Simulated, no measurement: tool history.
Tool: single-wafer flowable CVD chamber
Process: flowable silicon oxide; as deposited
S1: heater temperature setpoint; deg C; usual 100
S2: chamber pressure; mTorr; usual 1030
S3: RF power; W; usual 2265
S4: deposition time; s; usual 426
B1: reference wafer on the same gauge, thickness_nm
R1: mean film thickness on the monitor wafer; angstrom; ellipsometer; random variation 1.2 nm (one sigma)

run	hour	S1	S2	S3	S4	B1	R1
1	0.0	96	1030	2265	371	389.115	3578.29
2	105.8	100	1030	2140	426	389.137	3660.26
# hour 341.1: capacitance manometer re-zeroed and calibrated
3	395.1	100	1030	2140	426	388.680	3769.74
# hour 487.6: gauge calibrated
# hour 666.1: showerhead replaced
# hour 680.9: thermocouple changed; heater temperature recalibrated
4	695.5	100	1030	2265	465	389.249	4181.39
5	754.8	100	1030	2265	465	388.874	4191.79
6	797.1	100	1030	2265	426	388.935	3863.10
7	840.5	100	1030	2265	426	389.373	3860.65
# hour 885.1: capacitance manometer re-zeroed and calibrated, repeated, since the last time left the tool worse
8	992.7	100	1030	2265	426	388.961	3546.63
9	1088.1	100	1030	2265	354	389.241	2971.16
10	1171.7	96	1030	2265	371	388.994	3503.13
11	1394.0	115	880	1840	426	389.062	1921.91
12	1445.7	100	1030	2265	426	388.767	3616.03
13	1489.7	104	1030	2265	426	389.191	3209.43
# hour 1512.2: RF generator calibrated
14	1546.0	86	950	2265	343	389.095	3997.13
15	1590.6	100	1030	2145	426	388.963	3596.72
16	1639.8	100	1140	2265	426	389.090	3999.36
17	1742.4	104	1030	2065	426	389.124	3186.83
18	1808.8	108	1030	1935	486	388.756	3210.71
# hour 1866.9: thermocouple changed; heater temperature recalibrated
19	1884.3	111	800	2505	401	389.101	1951.92
20	1973.3	113	1150	2265	460	388.947	3004.22
21	2021.0	100	1230	2265	426	388.979	4349.77
22	2099.9	113	1030	2610	485	388.970	2904.08
23	2189.3	113	1030	2535	426	389.227	2557.08
24	2423.6	100	1030	2265	426	389.401	3710.33
# hour 2492.3: capacitance manometer re-zeroed and calibrated
25	2515.9	100	780	2265	426	388.956	2687.66
26	2562.7	100	960	2265	426	389.090	3325.23
27	2639.4	100	1030	2265	426	389.015	3607.09
28	2698.5	96	1180	2070	451	388.734	4776.27
29	2774.3	85	910	2565	495	388.957	5713.44

Some steps in R1 between neighbouring runs. How much of each would the tool show without its hidden state too (settings, what came in, random variation), and how much is left for the hidden state, with any gauge scatter that isn't in both results?
The hidden state here: wafer temperature above the value expected at the setpoint (K); delivered RF power above the setpoint (%); true pressure above the setpoint (%); gauge reads high (%).
Run 7 -> 8: capacitance manometer re-zeroed and calibrated, repeated, since the last time left the tool worse. R1 -314.02 angstrom: hidden state -289.39, all else -24.63.
Run 10 -> 11: S1 96 -> 115, S2 1030 -> 880, S3 2265 -> 1840, S4 371 -> 426. R1 -1581.22 angstrom: hidden state -3.56, all else -1577.66.
Run 11 -> 12: S1 115 -> 100, S2 880 -> 1030, S3 1840 -> 2265. R1 +1694.12 angstrom: hidden state +31.25, all else +1662.87.
Run 24 -> 25: S2 1030 -> 780, capacitance manometer re-zeroed and calibrated. R1 -1022.67 angstrom: hidden state -136.12, all else -886.55.
